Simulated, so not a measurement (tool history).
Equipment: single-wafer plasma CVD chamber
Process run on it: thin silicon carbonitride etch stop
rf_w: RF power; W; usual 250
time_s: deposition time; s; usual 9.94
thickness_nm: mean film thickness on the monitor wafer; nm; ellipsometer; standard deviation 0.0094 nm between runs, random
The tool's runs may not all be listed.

| run | hour | rf_w | time_s | read-back reference wafer on the same gauge, thickness_nm | thickness_nm |
|---|---|---|---|---|---|
| 1 | 0.0 | 250 | 9.94 | 5.569 | 6.100 |
| 2 | 9.0 | 250 | 9.94 | 5.570 | 6.092 |
| 3 | 26.7 | 280 | 9.94 | 5.570 | 6.333 |
| 4 | 40.6 | 280 | 9.94 | 5.571 | 6.339 |
| 5 | 48.6 | 230 | 9.94 | 5.566 | 5.928 |
| 6 | 56.6 | 230 | 9.94 | 5.568 | 5.923 |
| 7 | 66.5 | 230 | 9.94 | 5.572 | 5.925 |
|  | 77.0 | RF generator calibrated |
|  | 79.0 | showerhead replaced |
| 8 | 79.5 | 250 | 9.94 | 5.568 | 6.277 |
|  | 99.2 | thermocouple changed; heater temperature recalibrated |
| 9 | 99.7 | 285 | 10.75 | 5.568 | 7.058 |
| 10 | 103.9 | 285 | 10.75 | 5.571 | 7.057 |
| 11 | 116.3 | 295 | 8.55 | 5.571 | 5.680 |
| 12 | 132.2 | 285 | 9.25 | 5.569 | 6.070 |
|  | 141.6 | gauge calibrated |
| 13 | 149.5 | 300 | 9.94 | 5.572 | 6.634 |
| 14 | 156.3 | 265 | 9.22 | 5.570 | 5.877 |
| 15 | 171.7 | 215 | 10.82 | 5.571 | 6.449 |
| 16 | 189.3 | 250 | 9.36 | 5.568 | 5.864 |

Consider 4 possible next runs. They are alternatives, not a sequence: every one starts from the tool as it was left by run 16. What does each give?
| A | 189.7 | 250 | 9.94 | ? | ? |
| B | 189.7 | 295 | 10.88 | ? | ? |
| C | 189.7 | 295 | 8.49 | ? | ? |
| D | 189.7 | 250 | 8.35 | ? | ? |

| run | read-back reference wafer on the same gauge, thickness_nm | thickness_nm |
|---|---|---|
| A | 5.569 | 6.199 |
| B | 5.569 | 7.169 |
| C | 5.569 | 5.594 |
| D | 5.569 | 5.207 |
With no hidden state in the tool, these same runs would have given:
| run | thickness_nm |
|---|---|
| A | 6.272 |
| B | 7.253 |
| C | 5.660 |
| D | 5.268 |
